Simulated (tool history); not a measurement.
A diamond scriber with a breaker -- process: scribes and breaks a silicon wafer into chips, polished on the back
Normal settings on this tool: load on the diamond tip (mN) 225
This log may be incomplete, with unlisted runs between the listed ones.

run,hour,load on the diamond tip (mN),wafers since the last listed run,hours since the diamond tip was replaced,hours since the load on the tip was calibrated,"incoming depth of the damage left on the back of the incoming wafer, um",depth of the median crack under the scribed line (µm),chips rejected at inspection after the break (%)
1,0.0,225,0,211.3,1256.2,0.03,13.63,1.04
2,37.2,225,57,248.5,1293.4,0.02,13.68,1.19
3,94.7,225,88,306.0,1350.9,0.04,13.35,1.54
4,194.2,225,153,405.5,1450.4,0.03,12.85,2.43
5,238.6,192,68,449.9,1494.8,0.01,11.40,5.99
# hour 270.4: diamond tip replaced by a new one
6,296.5,192,86,26.1,1552.7,0.04,12.39,2.75
7,370.2,225,113,99.8,1626.4,0.03,13.75,1.00

Expected results for the next run?
8,407.5,206,57,137.1,1663.7,0.02,?,?

{"run 8": {"depth of the median crack under the scribed line (µm)": 13.12, "chips rejected at inspection after the break (%)": 2.12}}
On a tool with no hidden condition, and with the same random variation, this run would have come out at depth of the median crack under the scribed line (µm) 14.23, chips rejected at inspection after the break (%) 0.78.

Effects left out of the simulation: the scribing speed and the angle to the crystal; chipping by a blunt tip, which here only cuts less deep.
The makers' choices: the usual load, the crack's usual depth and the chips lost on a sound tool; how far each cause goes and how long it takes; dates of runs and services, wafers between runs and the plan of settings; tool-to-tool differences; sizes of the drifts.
